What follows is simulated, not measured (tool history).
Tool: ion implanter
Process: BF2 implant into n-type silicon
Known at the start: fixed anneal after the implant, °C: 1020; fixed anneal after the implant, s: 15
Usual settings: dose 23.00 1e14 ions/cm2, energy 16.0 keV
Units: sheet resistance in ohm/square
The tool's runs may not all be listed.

run	hour	dose	energy	read-back reference wafer on the same gauge, sheet resistance	sheet resistance
1	0.0	26.39	16.0	171.01	170.31
2	16.4	26.39	16.0	170.92	169.79
3	31.5	26.39	16.0	171.00	170.73
4	49.1	23.00	16.0	171.04	171.20
5	64.6	23.00	16.0	170.96	171.95
6	71.8	23.00	16.0	171.03	171.34
7	77.9	23.00	16.0	171.05	172.22
8	92.6	23.00	16.0	170.93	171.72
9	106.3	21.27	16.0	171.01	172.46
# hour 125.4: Faraday cup replaced and dose calibrated
10	125.9	21.27	16.0	171.04	172.28
11	128.7	21.27	16.0	171.02	172.87
12	135.6	23.00	13.0	170.99	185.60
13	142.4	23.00	13.0	171.06	185.75
14	148.5	26.35	11.0	171.05	195.39
15	161.6	23.00	16.0	171.06	171.48
16	179.3	27.92	18.5	171.03	160.00
17	194.4	23.00	16.0	170.95	172.03
18	205.8	16.99	19.5	171.00	163.01
19	216.6	23.00	13.0	170.96	185.23
# hour 229.4: gauge calibrated
# hour 231.8: extraction supply calibrated
20	232.3	19.45	19.5	170.98	159.95
21	240.3	19.88	18.0	170.99	165.61
22	247.3	27.00	10.5	170.93	198.42
23	257.6	23.00	17.5	171.06	165.70
24	266.6	23.00	16.0	170.98	172.05

Forecast run 25:
25	279.1	20.61	10.5	?	?

read-back reference wafer on the same gauge, sheet resistance: 170.98
sheet resistance: 200.61 ohm/square
Without the tool's hidden state the same run would have given sheet resistance 200.61 ohm/square.
